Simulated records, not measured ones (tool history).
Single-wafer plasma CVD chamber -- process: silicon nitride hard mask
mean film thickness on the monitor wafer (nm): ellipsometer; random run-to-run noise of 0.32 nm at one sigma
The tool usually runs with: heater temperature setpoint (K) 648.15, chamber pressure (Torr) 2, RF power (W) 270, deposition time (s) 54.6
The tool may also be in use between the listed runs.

run     day  heater temperature setpoint (K)  chamber pressure (Torr)  RF power (W)  deposition time (s)  read-back reference wafer on the same gauge, thickness_nm  mean film thickness on the monitor wafer (nm)
  1       0                           648.15                        2           270                 54.6                                                      64.32                                         61.191
  2   2.029                           648.15                        2           270                 54.6                                                     64.123                                         61.572
  3   3.538                           648.15                        2           270                 54.6                                                     64.273                                         61.562
  4   4.821                           657.15                     1.89           270                 54.6                                                     64.139                                         60.562
  5   7.412                           648.15                        2           270                 54.6                                                     64.164                                         61.023
  6   9.796                           648.15                        2           270                 54.6                                                     64.268                                         61.531
  7  11.492                           648.15                        2           270                 54.6                                                     64.184                                         60.822
  8  12.533                           648.15                        2           270                 54.6                                                      64.13                                         61.595
  9  15.004                           648.15                        2           270                 54.6                                                     64.272                                         61.085
     15.467  -- capacitance manometer re-zeroed and calibrated
 10  17.583                           656.15                     1.89           270                 54.6                                                     64.192                                         60.135
 11    19.2                           656.15                     1.89           270                 54.6                                                     64.208                                         59.759
 12  22.004                           638.15                     1.67           325                 59.8                                                     64.167                                          72.63
     23.029  -- RF generator calibrated
 13  23.925                           648.15                     2.42           290                 60.2                                                     64.215                                         76.497
 14  25.875                           648.15                        2           270                 54.6                                                     64.315                                         64.427
 15  26.958                           648.15                        2           300                 54.6                                                     64.242                                         68.434
 16  28.017                           648.15                     2.42           290                 60.2                                                     64.061                                         75.477
     28.108  -- gauge calibrated
     30.496  -- thermocouple changed; heater temperature recalibrated
 17  30.683                           648.15                        2           235                 54.6                                                     64.159                                         58.546
 18  31.721                           633.15                      2.3           270                 54.6                                                     64.273                                         65.451
     34.212  -- showerhead replaced
 19  34.233                           663.15                        2           325                 50.4                                                     64.131                                         65.531
 20  36.746                           648.15                        2           270                 54.6                                                     64.375                                         63.482
 21  39.621                           636.15                     2.49           285                   44                                                      64.28                                         55.031
 22  40.679                           648.15                     2.42           270                 54.6                                                     64.124                                         65.851
 23  42.662                           648.15                        2           255                 54.6                                                     64.213                                         61.262
 24  43.958                           648.15                        2           270                 63.7                                                     64.196                                         74.197
 25  45.538                           648.15                        2           230                 54.6                                                     64.207                                         57.281
 26  47.562                           648.15                      1.7           300                 54.6                                                     64.331                                         65.983
 27  48.842                           648.15                        2           270                 54.6                                                     64.156                                         63.892
 28  50.988                           648.15                        2           235                 54.6                                                     64.184                                         57.626
 29    53.1                           648.15                     2.35           280                 54.6                                                     64.341                                         66.131

Run-by-run hidden state of the tool:
wafer temperature above the value expected at the setpoint (K): 0 on each run
true pressure above the setpoint (%): 0 on each run
gauge reads high (%): 0 on each run
H1: delivered RF power above the setpoint (%)
run      H1
  1   -7.11
  2   -7.25
  3   -7.36
  4   -7.45
  5   -7.63
  6    -7.8
  7   -7.92
  8   -7.99
  9   -8.16
 10   -8.34
 11   -8.46
 12   -8.65
 13  -0.807
 14  -0.944
 15   -1.02
 16   -1.09
 17   -1.28
 18   -1.35
 19   -1.53
 20   -1.71
 21   -1.91
 22   -1.98
 23   -2.12
 24   -2.21
 25   -2.32
 26   -2.46
 27   -2.55
 28    -2.7
 29   -2.85

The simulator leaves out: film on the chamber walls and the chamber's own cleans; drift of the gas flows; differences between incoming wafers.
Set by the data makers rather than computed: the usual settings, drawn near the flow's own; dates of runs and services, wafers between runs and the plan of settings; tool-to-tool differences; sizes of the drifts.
